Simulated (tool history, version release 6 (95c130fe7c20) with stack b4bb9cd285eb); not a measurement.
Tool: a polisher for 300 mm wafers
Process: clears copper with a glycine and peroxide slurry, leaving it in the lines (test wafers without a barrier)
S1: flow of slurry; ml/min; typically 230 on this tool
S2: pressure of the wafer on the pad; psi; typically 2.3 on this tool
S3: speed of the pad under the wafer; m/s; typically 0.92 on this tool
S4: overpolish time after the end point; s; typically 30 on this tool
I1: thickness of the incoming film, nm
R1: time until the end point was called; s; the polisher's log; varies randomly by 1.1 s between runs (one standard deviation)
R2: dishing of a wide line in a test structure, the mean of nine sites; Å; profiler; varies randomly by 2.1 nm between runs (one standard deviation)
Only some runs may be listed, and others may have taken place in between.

run 1 day=0.000 | S1=230 S2=1.7 S3=0.92 S4=30 | I1=369.8 | R1=98.2 R2=724
run 2 day=1.083 | S1=230 S2=1.7 S3=0.92 S4=30 | I1=367.9 | R1=98.0 R2=767
run 3 day=2.292 | S1=230 S2=1.7 S3=0.92 S4=30 | I1=372.9 | R1=98.7 R2=755
-- day=2.462 worn pad replaced by a new one
run 4 day=3.396 | S1=280 S2=2.3 S3=0.92 S4=30 | I1=374.2 | R1=79.7 R2=909
run 5 day=4.442 | S1=280 S2=2.3 S3=0.92 S4=30 | I1=367.6 | R1=80.3 R2=886
run 6 day=5.138 | S1=230 S2=2.3 S3=0.92 S4=30 | I1=366.3 | R1=82.0 R2=843
run 7 day=5.738 | S1=230 S2=2.3 S3=0.92 S4=30 | I1=363.1 | R1=82.3 R2=879
run 8 day=6.883 | S1=230 S2=2.3 S3=0.92 S4=30 | I1=368.1 | R1=85.0 R2=841
run 9 day=8.183 | S1=230 S2=2.3 S3=0.92 S4=30 | I1=373.4 | R1=88.2 R2=812
-- day=8.446 slurry nozzle cleaned
run 10 day=9.046 | S1=230 S2=2.3 S3=0.92 S4=30 | I1=369.5 | R1=85.5 R2=826
run 11 day=10.375 | S1=230 S2=2.3 S3=0.92 S4=30 | I1=367.4 | R1=87.1 R2=811
-- day=10.800 worn pad replaced by a new one, of another model than before
run 12 day=11.388 | S1=230 S2=2.3 S3=0.92 S4=25 | I1=367.3 | R1=78.7 R2=769
run 13 day=12.246 | S1=230 S2=2.3 S3=0.92 S4=25 | I1=365.2 | R1=80.8 R2=753
run 14 day=12.975 | S1=230 S2=2.7 S3=0.92 S4=30 | I1=370.2 | R1=79.3 R2=901
run 15 day=13.538 | S1=230 S2=2.6 S3=0.92 S4=30 | I1=369.1 | R1=81.9 R2=855
run 16 day=16.754 | S1=295 S2=2.3 S3=0.82 S4=30 | I1=371.5 | R1=95.5 R2=786
-- day=17.271 worn pad replaced by a new one
run 17 day=17.800 | S1=230 S2=2.3 S3=1.14 S4=30 | I1=365.1 | R1=67.1 R2=961
run 18 day=18.971 | S1=180 S2=2.3 S3=1.18 S4=18 | I1=372.9 | R1=70.5 R2=672
run 19 day=20.029 | S1=230 S2=2.3 S3=1.20 S4=35 | I1=372.2 | R1=71.6 R2=1045
run 20 day=20.958 | S1=190 S2=2.3 S3=0.66 S4=46 | I1=375.8 | R1=112.0 R2=931
run 21 day=21.792 | S1=230 S2=2.9 S3=0.92 S4=30 | I1=370.4 | R1=80.9 R2=868
-- day=22.608 head pressure recalibrated
run 22 day=22.725 | S1=185 S2=1.6 S3=0.92 S4=30 | I1=366.1 | R1=98.0 R2=748
run 23 day=23.471 | S1=230 S2=2.3 S3=0.70 S4=30 | I1=367.0 | R1=105.7 R2=747
-- day=23.954 worn pad replaced by a new one
run 24 day=27.475 | S1=275 S2=2.3 S3=0.92 S4=47 | I1=375.3 | R1=84.5 R2=1123
-- day=27.617 slurry nozzle cleaned
run 25 day=28.608 | S1=230 S2=2.3 S3=0.92 S4=30 | I1=369.0 | R1=85.3 R2=819
run 26 day=30.008 | S1=150 S2=2.0 S3=0.92 S4=30 | I1=370.6 | R1=89.2 R2=767
run 27 day=30.858 | S1=170 S2=2.3 S3=0.92 S4=30 | I1=373.5 | R1=88.0 R2=806
run 28 day=31.812 | S1=230 S2=2.3 S3=0.92 S4=30 | I1=362.8 | R1=87.0 R2=839
-- day=32.129 worn pad replaced by a new one
run 29 day=33.792 | S1=230 S2=2.3 S3=0.92 S4=41 | I1=374.6 | R1=81.5 R2=1054
run 30 day=35.558 | S1=260 S2=2.5 S3=1.02 S4=24 | I1=369.9 | R1=77.1 R2=777
run 31 day=36.771 | S1=230 S2=2.3 S3=0.92 S4=30 | I1=370.7 | R1=84.0 R2=822

The logged runs with the hidden state left out (each run's random variation unchanged):
Hidden state present: removal rate lost through wear of the pad, %; slurry flow missing at the pad, %; deviation of the head's pressure from its setpoint, %.
run=1 R1=86.9 R2=791
run=2 R1=86.2 R2=841
run=3 R1=86.5 R2=830
run=4 R1=76.3 R2=937
run=5 R1=74.4 R2=934
run=6 R1=74.8 R2=898
run=7 R1=74.3 R2=943
run=8 R1=75.8 R2=911
run=9 R1=77.8 R2=886
run=10 R1=75.2 R2=904
run=11 R1=76.2 R2=890
run=12 R1=75.8 R2=791
run=13 R1=75.4 R2=793
run=14 R1=72.6 R2=958
run=15 R1=74.1 R2=916
run=16 R1=83.5 R2=866
run=17 R1=63.7 R2=993
run=18 R1=64.2 R2=722
run=19 R1=63.6 R2=1118
run=20 R1=98.0 R2=1017
run=21 R1=70.2 R2=958
run=22 R1=84.4 R2=832
run=23 R1=90.7 R2=839
run=24 R1=76.1 R2=1190
run=25 R1=75.8 R2=889
run=26 R1=78.5 R2=840
run=27 R1=77.2 R2=883
run=28 R1=76.1 R2=921
run=29 R1=75.8 R2=1101
run=30 R1=69.2 R2=841
run=31 R1=74.3 R2=896
